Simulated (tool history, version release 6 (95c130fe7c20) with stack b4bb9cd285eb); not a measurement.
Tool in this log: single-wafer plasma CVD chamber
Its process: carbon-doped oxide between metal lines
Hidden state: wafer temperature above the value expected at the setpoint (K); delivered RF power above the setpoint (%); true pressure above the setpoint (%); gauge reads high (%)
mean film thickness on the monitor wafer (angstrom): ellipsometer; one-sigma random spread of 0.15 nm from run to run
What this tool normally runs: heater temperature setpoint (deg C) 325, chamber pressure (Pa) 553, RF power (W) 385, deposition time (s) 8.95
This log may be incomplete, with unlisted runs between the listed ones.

run	hour	heater temperature setpoint (deg C)	chamber pressure (Pa)	RF power (W)	deposition time (s)	wafers since the last listed run	hours since the last thermocouple change	hours since the last RF generator calibration	hours since the last manometer calibration	hours since the showerhead was replaced	hours since the gauge calibration	read-back reference wafer on the same gauge, thickness_nm	mean film thickness on the monitor wafer (angstrom)
1	0	325	553	385	8.95	0	703.6	1318.4	35.3	104.3	453.3	49.223	418.22
2	12.3	325	553	385	8.95	271	715.9	1330.7	47.6	116.6	465.6	49.22	417.39
3	45.2	325	553	385	8.95	726	748.8	1363.6	80.5	149.5	498.5	49.129	418.15
4	135.2	325	553	420	8.95	1987	838.8	1453.6	170.5	239.5	588.5	49.068	429.43
5	162.2	325	553	420	8.95	596	865.8	1480.6	197.5	266.5	615.5	49.009	431.35
6	243	325	553	385	8.95	1784	946.6	1561.4	278.3	347.3	696.3	48.85	413.53
# hour 317: gauge calibrated
7	351	325	553	335	8.95	2385	1054.6	1669.4	386.3	455.3	34	49.603	400.47
8	365.4	325	553	385	8.95	318	1069	1683.8	400.7	469.7	48.4	49.532	420.71
9	383	325	553	385	8.95	388	1086.6	1701.4	418.3	487.3	66	49.555	418.07
10	411	325	553	450	9.72	618	1114.6	1729.4	446.3	515.3	94	49.525	485.31
11	427.2	325	692	365	9.84	357	1130.8	1745.6	462.5	531.5	110.2	49.558	469.72
# hour 435.9: RF generator calibrated
# hour 445.3: thermocouple changed; heater temperature recalibrated
12	452.9	325	553	385	8.95	214	7.6	17	488.2	557.2	135.9	49.541	419.87
13	471	310	553	420	9.53	399	25.7	35.1	506.3	575.3	154	49.564	485.66
14	489.5	314	435	385	8.95	408	44.2	53.6	524.8	593.8	172.5	49.468	421.77
15	502.8	325	553	325	8.95	293	57.5	66.9	538.1	607.1	185.8	49.491	392.05
16	516	325	553	385	10.49	291	70.7	80.1	551.3	620.3	199	49.47	490.64
17	548.9	311	553	310	7.34	726	103.6	113	584.2	653.2	231.9	49.49	335.43
18	564.4	325	553	385	8.95	342	119.1	128.5	599.7	668.7	247.4	49.577	419.65
19	594	329	553	385	10.33	653	148.7	158.1	629.3	698.3	277	49.495	478.4
20	609.4	329	423	430	10.23	340	164.1	173.5	644.7	713.7	292.4	49.437	471.94
21	623	325	553	385	8.95	300	177.7	187.1	658.3	727.3	306	49.441	415.58
22	650.2	311	553	365	8.95	600	204.9	214.3	685.5	754.5	333.2	49.497	430.73
23	678.6	325	553	385	8.95	627	233.3	242.7	713.9	782.9	361.6	49.495	419.08
24	697.3	311	553	310	7.34	412	252	261.4	732.6	801.6	380.3	49.4	334.98
25	725	325	629	385	7.85	611	279.7	289.1	760.3	829.3	408	49.385	378.25
26	746.9	325	488	385	7.8	483	301.6	311	782.2	851.2	429.9	49.352	354.31
27	766.2	312	481	385	8.95	426	320.9	330.3	801.5	870.5	449.2	49.379	427.06
28	778.8	325	553	385	8.95	278	333.5	342.9	814.1	883.1	461.8	49.337	416.61

Each row is a separate what-if for the run after 28, all from the same tool condition, not one after another. Results?
A	779.2	325	553	385	10.7	8	333.9	343.3	814.5	883.5	462.2	?	?
B	779.2	317	504	450	7.75	8	333.9	343.3	814.5	883.5	462.2	?	?
C	779.2	325	427	385	9.87	8	333.9	343.3	814.5	883.5	462.2	?	?
D	779.2	325	601	325	9.8	8	333.9	343.3	814.5	883.5	462.2	?	?
E	779.2	325	553	385	7.83	8	333.9	343.3	814.5	883.5	462.2	?	?

run	read-back reference wafer on the same gauge, thickness_nm	mean film thickness on the monitor wafer (angstrom)
A	49.329	497.34
B	49.329	388.31
C	49.329	441.45
D	49.329	435.35
E	49.329	365.66
Had the tool no hidden state, the same runs would have come out as:
run	mean film thickness on the monitor wafer (angstrom)
A	498.92
B	389.55
C	442.86
D	436.73
E	366.83
